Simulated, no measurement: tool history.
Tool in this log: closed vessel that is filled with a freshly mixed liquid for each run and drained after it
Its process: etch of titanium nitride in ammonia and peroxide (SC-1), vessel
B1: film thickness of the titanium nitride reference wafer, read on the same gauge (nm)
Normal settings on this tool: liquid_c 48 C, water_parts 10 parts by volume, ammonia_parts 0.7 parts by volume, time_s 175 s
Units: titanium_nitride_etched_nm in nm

run 1 hour=0 | liquid_c=52.5 water_parts=10 ammonia_parts=0.7 time_s=175 | B1=72.09 | titanium_nitride_etched_nm=13.43
run 2 hour=51 | liquid_c=48 water_parts=13.5 ammonia_parts=0.7 time_s=175 | B1=72.12 | titanium_nitride_etched_nm=8.35
run 3 hour=258.6 | liquid_c=48 water_parts=10 ammonia_parts=0.9 time_s=175 | B1=72.28 | titanium_nitride_etched_nm=10.25
run 4 hour=361.3 | liquid_c=48 water_parts=10 ammonia_parts=0.9 time_s=175 | B1=72.34 | titanium_nitride_etched_nm=10.19
run 5 hour=453.6 | liquid_c=48 water_parts=10 ammonia_parts=0.85 time_s=150 | B1=72.37 | titanium_nitride_etched_nm=8.69
run 6 hour=647.2 | liquid_c=54 water_parts=12 ammonia_parts=0.7 time_s=205 | B1=72.46 | titanium_nitride_etched_nm=15.78
run 7 hour=729.2 | liquid_c=52 water_parts=10 ammonia_parts=0.7 time_s=175 | B1=72.5 | titanium_nitride_etched_nm=13.05
run 8 hour=825.2 | liquid_c=40 water_parts=11.5 ammonia_parts=0.85 time_s=145 | B1=72.54 | titanium_nitride_etched_nm=4.42
run 9 hour=1119.5 | liquid_c=55 water_parts=6.5 ammonia_parts=0.7 time_s=175 | B1=72.62 | titanium_nitride_etched_nm=19.84
run 10 hour=1181.1 | liquid_c=52.5 water_parts=10 ammonia_parts=0.7 time_s=175 | B1=72.64 | titanium_nitride_etched_nm=13.58
run 11 hour=1252.3 | liquid_c=39 water_parts=6 ammonia_parts=0.85 time_s=130 | B1=72.64 | titanium_nitride_etched_nm=5.05
run 12 hour=1298.2 | liquid_c=48 water_parts=10 ammonia_parts=0.7 time_s=175 | B1=72.65 | titanium_nitride_etched_nm=9.81
run 13 hour=1344.5 | liquid_c=51.5 water_parts=10 ammonia_parts=0.85 time_s=250 | B1=72.7 | titanium_nitride_etched_nm=18.77
run 14 hour=1567.9 | liquid_c=48 water_parts=10 ammonia_parts=0.6 time_s=280 | B1=69.8 | titanium_nitride_etched_nm=14.63
run 15 hour=1638 | liquid_c=44.5 water_parts=6.5 ammonia_parts=0.55 time_s=140 | B1=69.99 | titanium_nitride_etched_nm=7.02
run 16 hour=1733.6 | liquid_c=48 water_parts=9 ammonia_parts=0.7 time_s=175 | B1=70.24 | titanium_nitride_etched_nm=10.13
run 17 hour=1777.9 | liquid_c=48 water_parts=10 ammonia_parts=0.7 time_s=175 | B1=70.34 | titanium_nitride_etched_nm=9.51
run 18 hour=1885.9 | liquid_c=48 water_parts=10 ammonia_parts=0.7 time_s=175 | B1=70.58 | titanium_nitride_etched_nm=9.65
run 19 hour=1942.5 | liquid_c=48 water_parts=5.5 ammonia_parts=0.7 time_s=175 | B1=70.73 | titanium_nitride_etched_nm=12.81
run 20 hour=2030.6 | liquid_c=51.5 water_parts=10 ammonia_parts=0.4 time_s=175 | B1=70.9 | titanium_nitride_etched_nm=11.15
run 21 hour=2108.7 | liquid_c=48 water_parts=5.5 ammonia_parts=0.35 time_s=215 | B1=71.02 | titanium_nitride_etched_nm=14.29
run 22 hour=2216.6 | liquid_c=48 water_parts=10 ammonia_parts=0.7 time_s=175 | B1=71.19 | titanium_nitride_etched_nm=9.66
run 23 hour=2266.8 | liquid_c=48 water_parts=10 ammonia_parts=0.55 time_s=225 | B1=71.29 | titanium_nitride_etched_nm=11.9
run 24 hour=2309.9 | liquid_c=48 water_parts=14.5 ammonia_parts=0.7 time_s=175 | B1=71.3 | titanium_nitride_etched_nm=7.88
run 25 hour=2395.2 | liquid_c=48 water_parts=10 ammonia_parts=0.7 time_s=175 | B1=71.45 | titanium_nitride_etched_nm=9.65
run 26 hour=2456.5 | liquid_c=45 water_parts=8 ammonia_parts=0.6 time_s=115 | B1=71.52 | titanium_nitride_etched_nm=5.66
run 27 hour=2522.2 | liquid_c=48 water_parts=10 ammonia_parts=0.7 time_s=100 | B1=71.59 | titanium_nitride_etched_nm=5.58

Not shown here: 7 entries made in the log between runs. Locate each between two listed runs and compare the hidden state at the listed run before it with the hidden state at the listed run after it:
After run 3, before run 4: ammonia flow meter replaced (hour 306.9)
  gauge reads high (%): 3.24 -> 3.33
  measured result minus the result with no hidden state, titanium_nitride_etched_nm: +0.32 -> +0.33 nm
After run 5, before run 6: new drum of ammonia solution connected (hour 455.1)
  gauge reads high (%): 3.4 -> 3.52
  measured result minus the result with no hidden state, titanium_nitride_etched_nm: +0.29 -> +0.54 nm
After run 8, before run 9: thermometer replaced (hour 846.5); ammonia flow meter replaced (hour 974.7)
  gauge reads high (%): 3.62 -> 3.75
  measured result minus the result with no hidden state, titanium_nitride_etched_nm: +0.15 -> +0.71 nm
After run 13, before run 14: gauge calibrated (hour 1499.8); new drum of ammonia solution connected (hour 1550.4)
  gauge reads high (%): 3.82 -> -0.302
  measured result minus the result with no hidden state, titanium_nitride_etched_nm: +0.69 -> -0.04 nm
After run 17, before run 18: ammonia flow meter replaced (hour 1852.4)
  gauge reads high (%): 0.497 -> 0.847
  measured result minus the result with no hidden state, titanium_nitride_etched_nm: +0.05 -> +0.08 nm

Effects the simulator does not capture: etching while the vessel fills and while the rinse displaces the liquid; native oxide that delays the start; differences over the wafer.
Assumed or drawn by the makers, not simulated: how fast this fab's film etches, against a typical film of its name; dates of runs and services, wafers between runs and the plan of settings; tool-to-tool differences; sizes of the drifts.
